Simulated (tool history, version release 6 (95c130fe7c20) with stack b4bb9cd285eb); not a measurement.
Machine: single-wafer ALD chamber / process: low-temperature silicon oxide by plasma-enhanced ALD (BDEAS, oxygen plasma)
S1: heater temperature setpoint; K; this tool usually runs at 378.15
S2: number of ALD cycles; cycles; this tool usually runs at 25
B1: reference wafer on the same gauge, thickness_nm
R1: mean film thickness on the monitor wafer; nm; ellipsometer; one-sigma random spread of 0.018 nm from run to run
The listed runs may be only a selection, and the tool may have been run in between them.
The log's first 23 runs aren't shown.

Run 24, hour 1162.1: usual settings but S1 370.15 K, S2 22 cycles; B1 3.429. Result: R1 3.301 nm.
Run 25, hour 1217.8: usual settings but S1 385.15 K, S2 21 cycles; B1 3.429. Result: R1 3.04 nm.
Run 26, hour 1288.9: usual settings but S1 364.15 K, S2 22 cycles; B1 3.433. Result: R1 3.357 nm.
Run 27, hour 1341.1: usual settings but S1 382.15 K; B1 3.436. Result: R1 3.617 nm.
Run 28, hour 1400.7: usual settings but S2 22 cycles; B1 3.438. Result: R1 3.233 nm.
Run 29, hour 1461.7: usual settings but S1 393.15 K, S2 27 cycles; B1 3.436. Result: R1 3.841 nm.
At hour 1560.2: gauge calibrated.
At hour 1634.3: thermocouple changed; heater temperature recalibrated.
Run 30, hour 1645.7: usual settings but S1 374.15 K, S2 27 cycles; B1 3.277. Result: R1 3.783 nm.
Run 31, hour 1674.7: usual settings but S1 383.15 K, S2 22 cycles; B1 3.285. Result: R1 3.047 nm.
Run 32, hour 1717.7: usual settings but S1 372.15 K; B1 3.292. Result: R1 3.546 nm.
Run 33, hour 1749.5: usual settings; B1 3.294. Result: R1 3.55 nm.
Run 34, hour 1800.4: usual settings but S2 23 cycles; B1 3.306. Result: R1 3.226 nm.
Run 35, hour 1829.6: usual settings; B1 3.309. Result: R1 3.53 nm.
Run 36, hour 1867.7: usual settings; B1 3.318. Result: R1 3.528 nm.
Run 37, hour 1905.2: usual settings but S1 372.15 K, S2 22 cycles; B1 3.322. Result: R1 3.161 nm.
Run 38, hour 2073.1: usual settings; B1 3.347. Result: R1 3.548 nm.
Run 39, hour 2118.4: usual settings but S1 371.15 K, S2 20 cycles; B1 3.352. Result: R1 2.904 nm.
Run 40, hour 2166.4: usual settings; B1 3.359. Result: R1 3.573 nm.
Run 41, hour 2192.8: usual settings but S1 370.15 K; B1 3.361. Result: R1 3.645 nm.
Run 42, hour 2217.1: usual settings but S1 384.15 K, S2 23 cycles; B1 3.36. Result: R1 3.253 nm.
Run 43, hour 2274.3: usual settings but S1 373.15 K, S2 22 cycles; B1 3.369. Result: R1 3.187 nm.
Run 44, hour 2337.3: usual settings but S1 384.15 K; B1 3.377. Result: R1 3.549 nm.
Run 45, hour 2408: usual settings but S2 20 cycles; B1 3.382. Result: R1 2.867 nm.
Run 46, hour 2451: usual settings; B1 3.381. Result: R1 3.617 nm.

Below are 4 alternative next runs, each starting from the tool's condition after run 46. Predict each:
Run A, hour 2451.4: usual settings but S2 29 cycles; B1 ?. Result: R1 ?.
Run B, hour 2451.4: usual settings but S1 385.15 K, S2 23 cycles; B1 ?. Result: R1 ?.
Run C, hour 2451.4: usual settings but S1 388.15 K, S2 21 cycles; B1 ?. Result: R1 ?.
Run D, hour 2451.4: usual settings but S1 370.15 K, S2 27 cycles; B1 ?. Result: R1 ?.

run     B1     R1
  A  3.383   4.17
  B  3.383  3.259
  C  3.383  2.957
  D  3.383  3.976
The same runs, with their run-to-run variation unchanged, on a tool lacking any hidden condition would have given:
run     R1
  A  4.032
  B  3.151
  C  2.859
  D  3.844

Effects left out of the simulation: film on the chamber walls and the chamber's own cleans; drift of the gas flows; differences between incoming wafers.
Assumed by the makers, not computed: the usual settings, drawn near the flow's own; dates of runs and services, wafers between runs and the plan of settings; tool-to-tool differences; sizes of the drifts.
